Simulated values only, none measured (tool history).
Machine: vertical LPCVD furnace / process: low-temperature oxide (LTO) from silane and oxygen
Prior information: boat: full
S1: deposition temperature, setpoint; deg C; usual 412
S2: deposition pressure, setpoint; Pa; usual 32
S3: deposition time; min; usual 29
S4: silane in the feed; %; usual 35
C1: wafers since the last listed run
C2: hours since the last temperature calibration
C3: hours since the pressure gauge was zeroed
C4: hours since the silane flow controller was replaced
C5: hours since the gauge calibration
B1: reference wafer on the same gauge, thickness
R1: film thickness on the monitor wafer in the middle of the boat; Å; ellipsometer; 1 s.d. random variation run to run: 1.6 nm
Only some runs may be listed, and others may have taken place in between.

run	hour	S1	S2	S3	S4	C1	C2	C3	C4	C5	B1	R1
1	0	412	32	29	35	0	1155.2	2452.5	2126.4	673.7	353.71	2934.9
2	45.4	412	32	29	35	705	1200.6	2497.9	2171.8	719.1	353.38	2955.7
3	104.3	412	32	29	35	914	1259.5	2556.8	2230.7	778	354.43	2973.3
4	170.3	412	32	29	35	1024	1325.5	2622.8	2296.7	844	355.05	2965
5	223.3	412	32	29	35	823	1378.5	2675.8	2349.7	897	355.82	2944.6
6	250.8	412	32	29	39	427	1406	2703.3	2377.2	924.5	355.01	3427.7
7	297.3	412	32	29	39	722	1452.5	2749.8	2423.7	971	355.88	3422.2
8	349.9	412	32	29	39	816	1505.1	2802.4	2476.3	1023.6	355.89	3418.3
9	406.5	416	32	29	35	878	1561.7	2859	2532.9	1080.2	356.55	3115
10	456.5	412	32	29	35	776	1611.7	2909	2582.9	1130.2	358.86	3039.5
11	510.2	412	32	29	35	833	1665.4	2962.7	2636.6	1183.9	359.03	3001.4
12	550.6	412	32	29	35	627	1705.8	3003.1	2677	1224.3	359.09	3031.1
# hour 593.5: thermocouples replaced and temperature profile calibrated
13	618.5	412	32	29	35	681	25	3071	2744.9	1292.2	360.93	3032.7
14	660.7	412	32	34.5	35	655	67.2	3113.2	2787.1	1334.4	361.6	3587.5
15	689.5	412	32	29	31	447	96	3142	2815.9	1363.2	362.18	2586.8
# hour 696.7: gauge calibrated
16	749.3	412	32	29	35	928	155.8	3201.8	2875.7	52.6	349.87	2914.1
17	797.9	412	25.3	29	30	754	204.4	3250.4	2924.3	101.2	349.21	1888.1
18	844.1	412	35.3	29	35	717	250.6	3296.6	2970.5	147.4	350.08	3243.5
# hour 922.1: pressure gauge zeroed
19	922.6	404	28.7	21.5	35	846	329.1	0.5	3049	225.9	350.59	1783.1
# hour 966.6: silane flow controller replaced
20	967.1	412	29.3	29	35	318	373.6	45	0.5	270.4	350.5	2705.4
21	1006.8	412	32	29	30	616	413.3	84.7	40.2	310.1	349.65	2367.4
22	1064.1	412	32	29	35	889	470.6	142	97.5	367.4	350.68	2949.6
23	1121.7	412	32	29	35	894	528.2	199.6	155.1	425	349.96	2952.1
24	1177.4	412	24.7	29	35	864	583.9	255.3	210.8	480.7	351.22	2281.2
25	1225.7	412	37.3	19.5	28	750	632.2	303.6	259.1	529	350.81	1688.6
26	1257.4	412	35.3	33.5	35	492	663.9	335.3	290.8	560.7	351.8	3737
27	1357.8	405	32	19	35	1559	764.3	435.7	391.2	661.1	351.68	1787.6
28	1407.8	424	36	29	35	776	814.3	485.7	441.2	711.1	352.57	3755.2
29	1435.7	408	40	29	35	433	842.2	513.6	469.1	739	353.43	3539.9

Branching from run 29: 5 alternative next runs. What would each branch give?
A	1439.9	412	32	29	35	65	846.4	517.8	473.3	743.2	?	?
B	1439.9	403	25.3	39	29	65	846.4	517.8	473.3	743.2	?	?
C	1439.9	412	25.3	40	35	65	846.4	517.8	473.3	743.2	?	?
D	1439.9	412	27.3	29	35	65	846.4	517.8	473.3	743.2	?	?
E	1439.9	416	28.7	40.5	40	65	846.4	517.8	473.3	743.2	?	?

run	B1	R1
A	352.05	2947
B	352.05	2178.7
C	352.05	3218
D	352.05	2517.2
E	352.05	4529
With the hidden condition removed and each run's random variation left untouched, the same runs would have given:
run	R1
A	2915.8
B	2155.6
C	3183.9
D	2490.5
E	4481.1
